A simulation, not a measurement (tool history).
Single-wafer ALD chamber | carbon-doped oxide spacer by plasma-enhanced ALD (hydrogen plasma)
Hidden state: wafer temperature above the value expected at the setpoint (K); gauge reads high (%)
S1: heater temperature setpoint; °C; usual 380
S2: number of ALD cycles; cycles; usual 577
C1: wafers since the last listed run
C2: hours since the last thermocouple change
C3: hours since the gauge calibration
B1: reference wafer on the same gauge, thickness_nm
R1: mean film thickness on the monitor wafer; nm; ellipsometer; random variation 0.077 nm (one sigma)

run 1 hour=0.0 | S1=380 S2=577 | C1=0 C2=1982.1 C3=377.6 | B1=31.957 | R1=31.223
run 2 hour=32.8 | S1=380 S2=577 | C1=17 C2=2014.9 C3=410.4 | B1=31.975 | R1=31.402
run 3 hour=47.1 | S1=380 S2=577 | C1=7 C2=2029.2 C3=424.7 | B1=31.988 | R1=31.319
run 4 hour=76.2 | S1=380 S2=577 | C1=15 C2=2058.3 C3=453.8 | B1=32.005 | R1=31.395
run 5 hour=128.0 | S1=380 S2=577 | C1=27 C2=2110.1 C3=505.6 | B1=32.012 | R1=31.305
run 6 hour=160.2 | S1=380 S2=577 | C1=17 C2=2142.3 C3=537.8 | B1=32.037 | R1=31.377
run 7 hour=180.2 | S1=380 S2=577 | C1=10 C2=2162.3 C3=557.8 | B1=32.049 | R1=31.360
run 8 hour=193.3 | S1=380 S2=577 | C1=7 C2=2175.4 C3=570.9 | B1=32.065 | R1=31.541
run 9 hour=224.6 | S1=380 S2=577 | C1=16 C2=2206.7 C3=602.2 | B1=32.074 | R1=31.360
run 10 hour=246.6 | S1=373 S2=577 | C1=11 C2=2228.7 C3=624.2 | B1=32.084 | R1=31.453
run 11 hour=274.2 | S1=376 S2=537 | C1=14 C2=2256.3 C3=651.8 | B1=32.075 | R1=29.201
run 12 hour=297.4 | S1=380 S2=577 | C1=12 C2=2279.5 C3=675.0 | B1=32.100 | R1=31.364
run 13 hour=399.7 | S1=380 S2=577 | C1=54 C2=2381.8 C3=777.3 | B1=32.120 | R1=31.450
run 14 hour=424.8 | S1=380 S2=577 | C1=13 C2=2406.9 C3=802.4 | B1=32.141 | R1=31.511
run 15 hour=452.0 | S1=380 S2=577 | C1=14 C2=2434.1 C3=829.6 | B1=32.124 | R1=31.607
run 16 hour=481.2 | S1=380 S2=577 | C1=15 C2=2463.3 C3=858.8 | B1=32.125 | R1=31.503
run 17 hour=515.6 | S1=380 S2=577 | C1=18 C2=2497.7 C3=893.2 | B1=32.144 | R1=31.424
run 18 hour=542.5 | S1=380 S2=577 | C1=14 C2=2524.6 C3=920.1 | B1=32.128 | R1=31.504
run 19 hour=568.2 | S1=380 S2=577 | C1=13 C2=2550.3 C3=945.8 | B1=32.135 | R1=31.411
run 20 hour=592.0 | S1=380 S2=577 | C1=12 C2=2574.1 C3=969.6 | B1=32.134 | R1=31.332
run 21 hour=609.6 | S1=380 S2=577 | C1=9 C2=2591.7 C3=987.2 | B1=32.149 | R1=31.505
run 22 hour=626.1 | S1=380 S2=577 | C1=8 C2=2608.2 C3=1003.7 | B1=32.127 | R1=31.477
-- hour=654.1 thermocouple changed; heater temperature recalibrated
run 23 hour=660.9 | S1=380 S2=577 | C1=14 C2=6.8 C3=1038.5 | B1=32.145 | R1=31.426
run 24 hour=674.6 | S1=380 S2=577 | C1=7 C2=20.5 C3=1052.2 | B1=32.170 | R1=31.490
-- hour=682.9 gauge calibrated
run 25 hour=697.6 | S1=380 S2=484 | C1=12 C2=43.5 C3=14.7 | B1=31.544 | R1=25.999
run 26 hour=716.6 | S1=380 S2=480 | C1=10 C2=62.5 C3=33.7 | B1=31.574 | R1=25.750
run 27 hour=737.0 | S1=366 S2=474 | C1=10 C2=82.9 C3=54.1 | B1=31.624 | R1=25.609
run 28 hour=754.8 | S1=375 S2=477 | C1=9 C2=100.7 C3=71.9 | B1=31.632 | R1=25.700
run 29 hour=788.9 | S1=375 S2=633 | C1=18 C2=134.8 C3=106.0 | B1=31.693 | R1=34.069
run 30 hour=817.3 | S1=373 S2=517 | C1=15 C2=163.2 C3=134.4 | B1=31.731 | R1=27.964
run 31 hour=835.3 | S1=389 S2=463 | C1=9 C2=181.2 C3=152.4 | B1=31.748 | R1=24.992
run 32 hour=851.2 | S1=386 S2=648 | C1=8 C2=197.1 C3=168.3 | B1=31.779 | R1=34.963
run 33 hour=871.4 | S1=366 S2=535 | C1=10 C2=217.3 C3=188.5 | B1=31.778 | R1=28.940
run 34 hour=894.2 | S1=380 S2=577 | C1=12 C2=240.1 C3=211.3 | B1=31.834 | R1=31.358
run 35 hour=922.9 | S1=380 S2=577 | C1=15 C2=268.8 C3=240.0 | B1=31.836 | R1=31.199
run 36 hour=950.3 | S1=374 S2=494 | C1=14 C2=296.2 C3=267.4 | B1=31.870 | R1=26.721
run 37 hour=983.3 | S1=380 S2=636 | C1=17 C2=329.2 C3=300.4 | B1=31.883 | R1=34.530
run 38 hour=998.0 | S1=391 S2=532 | C1=7 C2=343.9 C3=315.1 | B1=31.914 | R1=28.838
run 39 hour=1021.2 | S1=388 S2=671 | C1=12 C2=367.1 C3=338.3 | B1=31.925 | R1=36.391
run 40 hour=1049.2 | S1=393 S2=577 | C1=15 C2=395.1 C3=366.3 | B1=31.951 | R1=31.413
run 41 hour=1062.1 | S1=389 S2=614 | C1=6 C2=408.0 C3=379.2 | B1=31.967 | R1=33.236
run 42 hour=1086.2 | S1=380 S2=620 | C1=12 C2=432.1 C3=403.3 | B1=31.967 | R1=33.732
run 43 hour=1118.6 | S1=384 S2=517 | C1=17 C2=464.5 C3=435.7 | B1=31.970 | R1=28.131
run 44 hour=1137.0 | S1=380 S2=577 | C1=9 C2=482.9 C3=454.1 | B1=31.981 | R1=31.367
run 45 hour=1161.5 | S1=395 S2=685 | C1=13 C2=507.4 C3=478.6 | B1=31.993 | R1=37.310
run 46 hour=1175.1 | S1=368 S2=539 | C1=7 C2=521.0 C3=492.2 | B1=31.994 | R1=29.324

Measured less the same run without the tool's hidden state. The same run-to-run variation is in both; the gauge's scatter may not be:
run=1 R1=+0.453
run=2 R1=+0.474
run=3 R1=+0.482
run=4 R1=+0.498
run=5 R1=+0.519
run=6 R1=+0.533
run=7 R1=+0.540
run=8 R1=+0.548
run=9 R1=+0.555
run=10 R1=+0.564
run=11 R1=+0.531
run=12 R1=+0.576
run=13 R1=+0.601
run=14 R1=+0.607
run=15 R1=+0.614
run=16 R1=+0.616
run=17 R1=+0.619
run=18 R1=+0.625
run=19 R1=+0.626
run=20 R1=+0.627
run=21 R1=+0.632
run=22 R1=+0.633
run=23 R1=+0.635
run=24 R1=+0.638
run=25 R1=+0.037
run=26 R1=+0.063
run=27 R1=+0.091
run=28 R1=+0.114
run=29 R1=+0.204
run=30 R1=+0.200
run=31 R1=+0.197
run=32 R1=+0.296
run=33 R1=+0.266
run=34 R1=+0.311
run=35 R1=+0.337
run=36 R1=+0.309
run=37 R1=+0.429
run=38 R1=+0.369
run=39 R1=+0.485
run=40 R1=+0.436
run=41 R1=+0.470
run=42 R1=+0.493
run=43 R1=+0.426
run=44 R1=+0.485
run=45 R1=+0.590
run=46 R1=+0.470
